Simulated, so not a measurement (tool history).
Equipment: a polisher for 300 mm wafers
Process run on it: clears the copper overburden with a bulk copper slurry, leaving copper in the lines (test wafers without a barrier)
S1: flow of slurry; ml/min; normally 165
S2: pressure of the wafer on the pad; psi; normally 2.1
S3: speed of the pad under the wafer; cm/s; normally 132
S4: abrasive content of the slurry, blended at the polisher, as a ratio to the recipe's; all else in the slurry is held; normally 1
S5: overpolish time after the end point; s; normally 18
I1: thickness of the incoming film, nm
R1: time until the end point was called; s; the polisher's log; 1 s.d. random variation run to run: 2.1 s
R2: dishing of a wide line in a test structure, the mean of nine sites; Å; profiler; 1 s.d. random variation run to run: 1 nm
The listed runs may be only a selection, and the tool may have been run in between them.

run 1 hour=0 | S1=165 S2=2.1 S3=132 S4=1 S5=18 | I1=1085.8 | R1=149.4 R2=683
run 2 hour=16.4 | S1=165 S2=2.1 S3=132 S4=1 S5=18 | I1=1080.7 | R1=153.1 R2=702
run 3 hour=28.2 | S1=165 S2=2.1 S3=132 S4=1 S5=18 | I1=1093.8 | R1=155.8 R2=702
run 4 hour=37.5 | S1=165 S2=2.1 S3=132 S4=1 S5=18 | I1=1080.1 | R1=150 R2=694
run 5 hour=48 | S1=165 S2=2.1 S3=132 S4=1.2 S5=18 | I1=1099.3 | R1=146.4 R2=718
-- hour=50.9 head pressure recalibrated
run 6 hour=64.3 | S1=165 S2=2.1 S3=132 S4=1.2 S5=18 | I1=1086.9 | R1=149.5 R2=718
-- hour=77.4 slurry nozzle cleaned
run 7 hour=81.5 | S1=165 S2=2.1 S3=132 S4=1.2 S5=18 | I1=1086.4 | R1=146.7 R2=720
-- hour=91.5 worn pad replaced by a new one, of another model than before
run 8 hour=97.1 | S1=165 S2=2.6 S3=132 S4=1.15 S5=18 | I1=1077.5 | R1=116.9 R2=863
-- hour=108.7 slurry blender recalibrated
run 9 hour=111.1 | S1=125 S2=2.4 S3=116 S4=1 S5=18 | I1=1073.9 | R1=132.9 R2=779
run 10 hour=127.1 | S1=135 S2=2.3 S3=132 S4=1 S5=24 | I1=1083.7 | R1=130.1 R2=960
run 11 hour=137.9 | S1=190 S2=2.1 S3=132 S4=1 S5=18 | I1=1087.6 | R1=129.8 R2=776
run 12 hour=144.7 | S1=165 S2=2.1 S3=132 S4=1.2 S5=18 | I1=1092.3 | R1=134.6 R2=794
run 13 hour=152.2 | S1=165 S2=1.8 S3=132 S4=1 S5=18 | I1=1074.8 | R1=158.9 R2=659
run 14 hour=164.3 | S1=180 S2=2.4 S3=132 S4=1.25 S5=18 | I1=1088.4 | R1=113.1 R2=886

What the log doesn't show, run by run:
removal rate lost through wear of the pad, %: 0 across all the runs
slurry flow missing at the pad, %: 0 across all the runs
deviation of the head's pressure from its setpoint, %: 0 across all the runs
H1: abrasive missing from the slurry, %
run=1 H1=37.8
run=2 H1=38.4
run=3 H1=38.7
run=4 H1=39
run=5 H1=39.3
run=6 H1=39.7
run=7 H1=40.1
run=8 H1=40.4
run=9 H1=0.814
run=10 H1=5.04
run=11 H1=7.61
run=12 H1=9.12
run=13 H1=10.7
run=14 H1=13.1

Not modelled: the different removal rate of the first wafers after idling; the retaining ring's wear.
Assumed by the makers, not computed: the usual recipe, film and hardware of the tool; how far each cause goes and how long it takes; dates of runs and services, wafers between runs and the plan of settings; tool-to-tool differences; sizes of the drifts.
